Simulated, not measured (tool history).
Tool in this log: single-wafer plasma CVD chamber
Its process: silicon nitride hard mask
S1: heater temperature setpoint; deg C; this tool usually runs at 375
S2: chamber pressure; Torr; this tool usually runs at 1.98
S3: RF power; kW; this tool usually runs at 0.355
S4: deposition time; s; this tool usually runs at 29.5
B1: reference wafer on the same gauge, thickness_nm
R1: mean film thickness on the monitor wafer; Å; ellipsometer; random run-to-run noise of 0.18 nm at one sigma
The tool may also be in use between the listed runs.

| run | hour | S1 | S2 | S3 | S4 | B1 | R1 |
|---|---|---|---|---|---|---|---|
| 1 | 0.0 | 375 | 1.98 | 0.355 | 29.5 | 42.869 | 362.20 |
| 2 | 17.0 | 375 | 2.35 | 0.355 | 29.5 | 42.898 | 373.91 |
| 3 | 26.1 | 380 | 1.98 | 0.355 | 29.5 | 42.883 | 361.53 |
| 4 | 41.4 | 375 | 1.98 | 0.355 | 29.5 | 42.849 | 363.23 |
| 5 | 52.6 | 375 | 1.98 | 0.355 | 29.5 | 42.876 | 379.27 |
| 6 | 62.0 | 375 | 1.98 | 0.355 | 29.5 | 42.960 | 376.51 |
| 7 | 79.3 | 375 | 1.98 | 0.355 | 29.5 | 42.851 | 381.08 |
| 8 | 92.1 | 375 | 1.98 | 0.355 | 29.5 | 42.898 | 380.87 |
| 9 | 107.4 | 375 | 1.98 | 0.355 | 29.5 | 42.947 | 379.06 |
| 10 | 114.0 | 375 | 1.69 | 0.295 | 24.3 | 42.901 | 274.66 |
| 11 | 125.8 | 390 | 1.98 | 0.420 | 25.8 | 42.858 | 358.79 |
| 12 | 136.8 | 368 | 1.52 | 0.425 | 25.2 | 42.909 | 337.66 |
| 13 | 150.6 | 369 | 1.53 | 0.310 | 25.1 | 43.001 | 289.11 |
| 14 | 160.7 | 375 | 1.98 | 0.355 | 29.5 | 42.855 | 380.79 |
| 15 | 174.5 | 375 | 2.42 | 0.355 | 27.2 | 42.894 | 365.47 |
| 16 | 194.6 | 375 | 2.22 | 0.305 | 25.0 | 42.983 | 307.47 |
| 17 | 201.1 | 386 | 2.38 | 0.355 | 29.5 | 42.900 | 388.64 |
| 18 | 218.1 | 375 | 1.98 | 0.355 | 29.5 | 42.901 | 381.26 |
| 19 | 231.3 | 375 | 1.98 | 0.315 | 29.5 | 42.863 | 355.44 |
| 20 | 249.2 | 375 | 1.98 | 0.355 | 29.5 | 42.855 | 380.11 |
| 21 | 255.6 | 375 | 1.54 | 0.355 | 29.5 | 42.896 | 361.97 |
| 22 | 263.2 | 367 | 2.45 | 0.290 | 34.7 | 42.874 | 419.25 |
| 23 | 272.7 | 383 | 2.29 | 0.295 | 26.4 | 42.925 | 317.84 |
| 24 | 279.8 | 367 | 1.98 | 0.355 | 27.2 | 42.849 | 352.21 |
| 25 | 290.6 | 384 | 1.98 | 0.300 | 29.5 | 42.877 | 347.12 |
| 26 | 307.2 | 380 | 1.98 | 0.355 | 29.5 | 42.934 | 380.39 |
| 27 | 323.5 | 375 | 1.79 | 0.355 | 27.2 | 42.885 | 342.50 |
| 28 | 332.0 | 375 | 1.98 | 0.355 | 29.5 | 42.904 | 377.55 |
| 29 | 340.6 | 366 | 1.98 | 0.355 | 33.8 | 42.917 | 434.52 |
| 30 | 358.6 | 375 | 1.98 | 0.355 | 35.1 | 42.815 | 452.25 |

Put back what was entered between runs (4 entries, withheld): which listed runs does each sit between, and how does the hidden state differ from the listed run before to the listed run after?
From run 4 to run 5: RF generator calibrated (hour 52.1)
  delivered RF power above the setpoint (%): -10 -> -0.422
  the result without the hidden state subtracted from the measured one, R1: -19.78 -> -0.81 Å
From run 15 to run 16: capacitance manometer re-zeroed and calibrated (hour 194.1)
  delivered RF power above the setpoint (%): -0.556 -> -0.603
  the result without the hidden state subtracted from the measured one, R1: -1.02 -> -0.98 Å
From run 17 to run 18: thermocouple changed; heater temperature recalibrated (hour 215.5)
  delivered RF power above the setpoint (%): -0.62 -> -0.668
  the result without the hidden state subtracted from the measured one, R1: -1.22 -> -1.28 Å
From run 19 to run 20: gauge calibrated (hour 241.5)
  delivered RF power above the setpoint (%): -0.709 -> -0.769
  the result without the hidden state subtracted from the measured one, R1: -1.33 -> -1.48 Å
